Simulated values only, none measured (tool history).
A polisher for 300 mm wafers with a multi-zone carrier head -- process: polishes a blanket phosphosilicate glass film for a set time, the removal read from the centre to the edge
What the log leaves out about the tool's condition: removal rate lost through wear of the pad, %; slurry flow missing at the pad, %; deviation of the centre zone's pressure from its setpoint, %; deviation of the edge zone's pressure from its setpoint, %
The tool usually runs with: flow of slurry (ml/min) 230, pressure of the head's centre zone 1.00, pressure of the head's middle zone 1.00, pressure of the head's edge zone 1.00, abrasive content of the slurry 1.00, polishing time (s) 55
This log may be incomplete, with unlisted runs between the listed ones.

run	hour	flow of slurry (ml/min)	pressure of the head's centre zone	pressure of the head's middle zone	pressure of the head's edge zone	abrasive content of the slurry	polishing time (s)	wafers since the last listed run	wafers polished on this pad	hours since the slurry nozzle was cleaned	hours since the centre zone pressure was calibrated	hours since the edge zone pressure was calibrated	hours since the carrier head's membrane was replaced	incoming thickness of the incoming film, nm	film removed at the wafer's centre (Å)	film removed at mid-radius (Å)	film removed at the wafer's edge (Å)
1	0.0	280	1.00	1.00	1.00	1.00	55	0	3	14.7	506.3	380.9	14.9	2342.4	4506	4606	4453
2	13.9	280	1.00	1.00	1.00	1.00	55	115	119	28.6	520.2	394.8	28.8	2340.0	4546	4611	4531
3	30.5	280	1.00	1.00	1.00	1.00	55	137	257	45.2	536.8	411.4	45.4	2374.4	4486	4543	4419
4	41.2	230	1.00	1.00	1.00	1.00	55	88	346	55.9	547.5	422.1	56.1	2389.5	4381	4429	4351
5	49.4	230	1.00	1.00	1.00	0.85	37	68	414	64.1	555.7	430.3	64.3	2340.5	2603	2694	2608
6	68.8	230	1.00	1.00	1.00	1.00	55	161	575	83.5	575.1	449.7	83.7	2409.9	4182	4293	4275
7	85.9	230	0.89	1.00	1.00	1.00	55	142	717	100.6	592.2	466.8	100.8	2380.3	3665	4194	4073
8	103.4	230	1.00	1.00	1.00	1.00	55	145	862	118.1	609.7	484.3	118.3	2378.5	3868	4020	3931
9	114.5	230	0.90	1.00	1.00	1.15	55	92	955	129.2	620.8	495.4	129.4	2360.3	3747	4152	4056
# hour 124.6: worn pad replaced by a new one
10	125.2	230	1.00	1.00	1.00	1.00	55	55	5	139.9	631.5	506.1	140.1	2418.0	4401	4484	4440
11	142.7	290	1.00	1.00	1.00	1.20	55	145	150	157.4	649.0	523.6	157.6	2384.2	4928	5027	4849
12	154.7	230	1.00	1.00	1.00	0.70	67	99	250	169.4	661.0	535.6	169.6	2398.6	4288	4346	4247
13	164.6	230	1.00	1.00	1.00	1.30	55	82	332	179.3	670.9	545.5	179.5	2396.9	4872	4945	4839
# hour 169.6: edge zone pressure recalibrated
# hour 180.7: centre zone pressure recalibrated
14	181.2	160	1.00	1.04	1.00	1.00	55	104	437	195.9	0.5	11.6	196.1	2379.6	3901	4206	4076
15	195.3	280	0.89	1.00	1.00	1.20	36	117	554	210.0	14.6	25.7	210.2	2396.5	2727	3096	2989
16	206.0	230	0.94	1.00	1.00	1.00	55	88	643	220.7	25.3	36.4	220.9	2384.6	3872	4202	4100
17	220.0	275	1.00	1.07	1.00	1.00	39	116	759	234.7	39.3	50.4	234.9	2362.7	2816	3075	2853
# hour 231.7: worn pad replaced by a new one
18	234.8	230	0.95	1.00	1.00	0.75	39	89	26	249.5	54.1	65.2	249.7	2374.5	2522	2737	2633
19	241.7	230	1.00	1.00	1.00	1.00	55	57	83	256.4	61.0	72.1	256.6	2414.0	4533	4494	4474
# hour 245.5: slurry nozzle cleaned
20	252.1	150	1.00	1.03	1.07	1.00	40	78	161	6.6	71.4	82.5	267.0	2406.8	2916	3040	3109
21	265.8	230	1.00	1.00	1.00	0.80	55	113	275	20.3	85.1	96.2	280.7	2390.0	3841	3870	3836
22	281.1	230	1.10	0.90	1.00	1.00	55	127	402	35.6	100.4	111.5	296.0	2371.8	4692	4056	4303

Describe how what the log doesn't record of the tool's condition differs between the last listed run preceding each entry between runs and the first listed run following it.
After run 9, before run 10: worn pad replaced by a new one (hour 124.6)
  removal rate lost through wear of the pad, %: 13.7 -> 1.7
  measured less the result without the state, film removed at the wafer's centre (Å): -594 -> -77; film removed at mid-radius (Å): -659 -> -78; film removed at the wafer's edge (Å): -643 -> -76
After run 13, before run 14: edge zone pressure recalibrated (hour 169.6); centre zone pressure recalibrated (hour 180.7)
  removal rate lost through wear of the pad, %: 3.28 -> 4.86
  measured less the result without the state, film removed at the wafer's centre (Å): -166 -> -199; film removed at mid-radius (Å): -167 -> -215; film removed at the wafer's edge (Å): -164 -> -209
After run 17, before run 18: worn pad replaced by a new one (hour 231.7)
  removal rate lost through wear of the pad, %: 10.7 -> 0.64
  measured less the result without the state, film removed at the wafer's centre (Å): -336 -> -17; film removed at mid-radius (Å): -367 -> -18; film removed at the wafer's edge (Å): -341 -> -17
After run 19, before run 20: slurry nozzle cleaned (hour 245.5)
  removal rate lost through wear of the pad, %: 0.73 -> 1.04
  measured less the result without the state, film removed at the wafer's centre (Å): -33 -> -31; film removed at mid-radius (Å): -33 -> -32; film removed at the wafer's edge (Å): -33 -> -33
